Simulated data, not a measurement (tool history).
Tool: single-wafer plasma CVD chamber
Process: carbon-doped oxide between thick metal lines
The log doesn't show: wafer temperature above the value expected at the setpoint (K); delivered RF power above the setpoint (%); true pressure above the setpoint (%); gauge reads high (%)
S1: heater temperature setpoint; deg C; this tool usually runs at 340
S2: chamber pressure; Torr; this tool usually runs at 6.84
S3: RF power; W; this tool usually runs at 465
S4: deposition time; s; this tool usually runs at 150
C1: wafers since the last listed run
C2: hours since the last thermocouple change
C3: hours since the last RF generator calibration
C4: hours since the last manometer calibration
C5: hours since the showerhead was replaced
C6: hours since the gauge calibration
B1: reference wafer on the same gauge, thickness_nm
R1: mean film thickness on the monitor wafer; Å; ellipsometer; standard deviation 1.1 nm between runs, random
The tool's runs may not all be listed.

Run 1, hour 0: usual settings; C1 0; C2 1381.7; C3 1770.6; C4 1145.7; C5 2452; C6 54.8; B1 726.162. Result: R1 7007.41 Å.
Run 2, hour 9.9: usual settings; C1 85; C2 1391.6; C3 1780.5; C4 1155.6; C5 2461.9; C6 64.7; B1 726.18. Result: R1 6991.75 Å.
Run 3, hour 17: usual settings; C1 61; C2 1398.7; C3 1787.6; C4 1162.7; C5 2469; C6 71.8; B1 726.108. Result: R1 6988.05 Å.
Run 4, hour 51.5: usual settings; C1 296; C2 1433.2; C3 1822.1; C4 1197.2; C5 2503.5; C6 106.3; B1 726.045. Result: R1 7005.04 Å.
Run 5, hour 67.1: usual settings; C1 134; C2 1448.8; C3 1837.7; C4 1212.8; C5 2519.1; C6 121.9; B1 725.893. Result: R1 6992.35 Å.
Run 6, hour 79.3: usual settings; C1 104; C2 1461; C3 1849.9; C4 1225; C5 2531.3; C6 134.1; B1 726.183. Result: R1 6976.82 Å.
Run 7, hour 91.6: usual settings but S2 6.14 Torr; C1 105; C2 1473.3; C3 1862.2; C4 1237.3; C5 2543.6; C6 146.4; B1 726.07. Result: R1 6891.24 Å.
Run 8, hour 108.2: usual settings but S2 6.14 Torr; C1 142; C2 1489.9; C3 1878.8; C4 1253.9; C5 2560.2; C6 163; B1 725.87. Result: R1 6925.11 Å.
Run 9, hour 117.9: usual settings but S2 6.14 Torr; C1 83; C2 1499.6; C3 1888.5; C4 1263.6; C5 2569.9; C6 172.7; B1 725.949. Result: R1 6907.76 Å.
At hour 132.6: RF generator calibrated.
At hour 137.9: showerhead replaced.
Run 10, hour 138.4: usual settings; C1 62; C2 1520.1; C3 5.8; C4 1284.1; C5 0.5; C6 193.2; B1 726.335. Result: R1 7578.91 Å.
Run 11, hour 138.8: usual settings but S1 333 deg C, S3 430 W; C1 3; C2 1520.5; C3 6.2; C4 1284.5; C5 0.9; C6 193.6; B1 725.99. Result: R1 7077.99 Å.
Run 12, hour 142: usual settings; C1 27; C2 1523.7; C3 9.4; C4 1287.7; C5 4.1; C6 196.8; B1 725.937. Result: R1 7587.83 Å.
Run 13, hour 154.3: usual settings; C1 105; C2 1536; C3 21.7; C4 1300; C5 16.4; C6 209.1; B1 726.098. Result: R1 7572.34 Å.
Run 14, hour 161.1: usual settings; C1 58; C2 1542.8; C3 28.5; C4 1306.8; C5 23.2; C6 215.9; B1 725.844. Result: R1 7571.01 Å.
At hour 170.2: gauge calibrated.
Run 15, hour 173.2: usual settings but S1 355 deg C; C1 103; C2 1554.9; C3 40.6; C4 1318.9; C5 35.3; C6 3; B1 726.036. Result: R1 7272.72 Å.
Run 16, hour 183.5: usual settings but S1 346 deg C; C1 88; C2 1565.2; C3 50.9; C4 1329.2; C5 45.6; C6 13.3; B1 726.166. Result: R1 7422.35 Å.
Run 17, hour 189.7: usual settings; C1 53; C2 1571.4; C3 57.1; C4 1335.4; C5 51.8; C6 19.5; B1 725.877. Result: R1 7559.3 Å.
Run 18, hour 203.8: usual settings but S1 325 deg C, S3 420 W; C1 121; C2 1585.5; C3 71.2; C4 1349.5; C5 65.9; C6 33.6; B1 726.104. Result: R1 7039.89 Å.
Run 19, hour 210.1: usual settings but S1 352 deg C, S2 8.12 Torr, S4 163 s; C1 54; C2 1591.8; C3 77.5; C4 1355.8; C5 72.2; C6 39.9; B1 725.908. Result: R1 8020.04 Å.
Run 20, hour 254.3: usual settings but S1 326 deg C, S2 7.79 Torr, S3 525 W, S4 126 s; C1 379; C2 1636; C3 121.7; C4 1400; C5 116.4; C6 84.1; B1 726.044. Result: R1 7413.04 Å.
Run 21, hour 266.4: usual settings; C1 103; C2 1648.1; C3 133.8; C4 1412.1; C5 128.5; C6 96.2; B1 726.108. Result: R1 7496.22 Å.
At hour 283.5: thermocouple changed; heater temperature recalibrated.
At hour 284.6: capacitance manometer re-zeroed and calibrated.
Run 22, hour 285.1: usual settings but S2 8.09 Torr, S4 141 s; C1 82; C2 1.6; C3 152.5; C4 0.5; C5 147.2; C6 114.9; B1 726.012. Result: R1 7126.29 Å.
Run 23, hour 286.7: usual settings but S1 346 deg C, S3 510 W, S4 170 s; C1 13; C2 3.2; C3 154.1; C4 2.1; C5 148.8; C6 116.5; B1 725.947. Result: R1 9087.87 Å.
Run 24, hour 302.2: usual settings; C1 133; C2 18.7; C3 169.6; C4 17.6; C5 164.3; C6 132; B1 726.368. Result: R1 7465.61 Å.
Run 25, hour 353.9: usual settings but S1 346 deg C, S3 510 W, S4 170 s; C1 444; C2 70.4; C3 221.3; C4 69.3; C5 216; C6 183.7; B1 726.245. Result: R1 9032.7 Å.
Run 26, hour 368.5: usual settings; C1 125; C2 85; C3 235.9; C4 83.9; C5 230.6; C6 198.3; B1 725.995. Result: R1 7457.66 Å.
Run 27, hour 383.1: usual settings but S1 354 deg C, S2 5.76 Torr, S3 555 W, S4 125 s; C1 125; C2 99.6; C3 250.5; C4 98.5; C5 245.2; C6 212.9; B1 725.848. Result: R1 6871.79 Å.

5 options for the next run, each taken on its own from the tool as it stands now. Forecast them:
Run A, hour 383.5: usual settings; C1 3; C2 100; C3 250.9; C4 98.9; C5 245.6; C6 213.3; B1 ?. Result: R1 ?.
Run B, hour 383.5: usual settings but S4 175 s; C1 3; C2 100; C3 250.9; C4 98.9; C5 245.6; C6 213.3; B1 ?. Result: R1 ?.
Run C, hour 383.5: usual settings but S1 354 deg C, S2 7.87 Torr, S4 136 s; C1 3; C2 100; C3 250.9; C4 98.9; C5 245.6; C6 213.3; B1 ?. Result: R1 ?.
Run D, hour 383.5: usual settings but S1 351 deg C, S2 8.08 Torr, S3 440 W; C1 3; C2 100; C3 250.9; C4 98.9; C5 245.6; C6 213.3; B1 ?. Result: R1 ?.
Run E, hour 383.5: usual settings but S2 5.87 Torr, S3 420 W, S4 160 s; C1 3; C2 100; C3 250.9; C4 98.9; C5 245.6; C6 213.3; B1 ?. Result: R1 ?.

run       B1       R1
  A  725.964  7436.64
  B  725.964  8671.63
  C  725.964  6569.19
  D  725.964  6871.53
  E  725.964  6956.81
Without the tool's hidden state the same runs would have given:
run       R1
  A   7606.6
  B  8869.81
  C  6719.32
  D  7044.75
  E  7132.66

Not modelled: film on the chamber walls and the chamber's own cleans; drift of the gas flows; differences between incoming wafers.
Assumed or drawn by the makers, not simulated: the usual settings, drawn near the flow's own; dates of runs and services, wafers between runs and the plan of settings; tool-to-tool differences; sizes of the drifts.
